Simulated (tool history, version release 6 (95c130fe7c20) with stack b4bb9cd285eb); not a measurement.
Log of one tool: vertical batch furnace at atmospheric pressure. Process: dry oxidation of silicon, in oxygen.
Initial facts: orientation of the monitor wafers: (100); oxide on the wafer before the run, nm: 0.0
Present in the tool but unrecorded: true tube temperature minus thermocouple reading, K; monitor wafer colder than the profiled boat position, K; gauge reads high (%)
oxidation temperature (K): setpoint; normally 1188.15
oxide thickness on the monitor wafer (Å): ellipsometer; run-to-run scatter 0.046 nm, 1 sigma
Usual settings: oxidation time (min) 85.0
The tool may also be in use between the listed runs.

run	day	oxidation temperature (K)	oxidation time (min)	wafers since the last listed run	hours since the last temperature calibration	hours since the boat lift was adjusted	hours since the gauge calibration	read-back reference wafer on the same gauge, thickness	oxide thickness on the monitor wafer (Å)
1	0.000	1188.15	85.0	0	2947.1	4108.3	277.3	27.50	322.1
2	0.742	1188.15	85.0	141	2964.9	4126.1	295.1	27.50	322.5
3	1.596	1188.15	85.0	163	2985.4	4146.6	315.6	27.51	322.0
# day 1.767: gauge calibrated
4	2.321	1188.15	85.0	138	3002.8	4164.0	13.3	27.50	323.3
5	2.775	1188.15	85.0	86	3013.7	4174.9	24.2	27.50	322.3
6	3.267	1188.15	85.0	93	3025.5	4186.7	36.0	27.50	322.2
7	3.588	1188.15	85.0	61	3033.2	4194.4	43.7	27.50	323.4
8	3.904	1188.15	85.0	60	3040.8	4202.0	51.3	27.49	321.9
9	4.471	1179.15	85.0	108	3054.4	4215.6	64.9	27.50	295.3
10	4.938	1179.15	85.0	89	3065.6	4226.8	76.1	27.49	295.6
11	5.450	1188.15	85.0	97	3077.9	4239.1	88.4	27.50	322.9
12	6.221	1188.15	85.0	147	3096.4	4257.6	106.9	27.51	323.4
13	6.625	1188.15	85.0	77	3106.1	4267.3	116.6	27.50	322.8
14	7.188	1188.15	85.0	107	3119.6	4280.8	130.1	27.50	323.1
# day 8.742: thermocouples replaced and temperature profile calibrated
15	8.762	1188.15	85.0	109	0.5	4318.6	167.9	27.51	307.9
16	8.967	1188.15	85.0	38	5.4	4323.5	172.8	27.49	307.4
17	9.167	1188.15	85.0	38	10.2	4328.3	177.6	27.50	306.8
18	9.371	1188.15	85.0	38	15.1	4333.2	182.5	27.49	307.3
19	9.975	1208.15	85.0	115	29.6	4347.7	197.0	27.50	375.1
20	10.712	1170.15	85.0	140	47.3	4365.4	214.7	27.49	255.8
21	11.275	1180.15	114.5	107	60.8	4378.9	228.2	27.50	345.6
22	11.596	1180.15	65.0	61	68.5	4386.6	235.9	27.49	237.8
# day 13.033: boat lift adjusted
23	13.054	1188.15	85.0	87	103.5	0.5	270.9	27.50	308.1
24	13.258	1202.15	55.0	38	108.4	5.4	275.8	27.50	263.6
25	13.462	1210.15	56.5	38	113.3	10.3	280.7	27.51	290.9
# day 13.462: gauge calibrated
26	13.733	1188.15	85.0	51	119.8	16.8	6.5	27.50	308.4
27	14.500	1178.15	49.5	146	138.2	35.2	24.9	27.50	194.9
28	15.029	1208.15	85.0	101	150.9	47.9	37.6	27.50	376.8
29	15.471	1188.15	85.0	84	161.5	58.5	48.2	27.50	308.1
30	15.996	1198.15	51.5	100	174.1	71.1	60.8	27.50	243.6
31	16.617	1188.15	85.0	118	189.0	86.0	75.7	27.49	308.5
32	16.975	1195.15	45.0	68	197.6	94.6	84.3	27.50	216.1
33	17.292	1167.15	121.0	60	205.2	102.2	91.9	27.50	314.7
34	17.946	1173.15	63.0	124	220.9	117.9	107.6	27.50	217.5
35	18.583	1166.15	106.0	121	236.2	133.2	122.9	27.50	285.5
36	18.888	1199.15	103.0	58	243.5	140.5	130.2	27.49	392.0

Below are 5 alternative next runs, each starting from the tool's condition after run 36. Predict each:
A	19.096	1188.15	85.0	39	248.5	145.5	135.2	?	?
B	19.096	1199.15	108.0	39	248.5	145.5	135.2	?	?
C	19.096	1188.15	115.5	39	248.5	145.5	135.2	?	?
D	19.096	1169.15	109.0	39	248.5	145.5	135.2	?	?
E	19.096	1188.15	103.0	39	248.5	145.5	135.2	?	?

run	read-back reference wafer on the same gauge, thickness	oxide thickness on the monitor wafer (Å)
A	27.50	308.2
B	27.50	405.1
C	27.50	379.2
D	27.50	299.8
E	27.50	350.7
Take away the tool's hidden state, keep each run's random variation, and the runs would have read:
run	oxide thickness on the monitor wafer (Å)
A	306.3
B	402.7
C	376.9
D	297.9
E	348.6
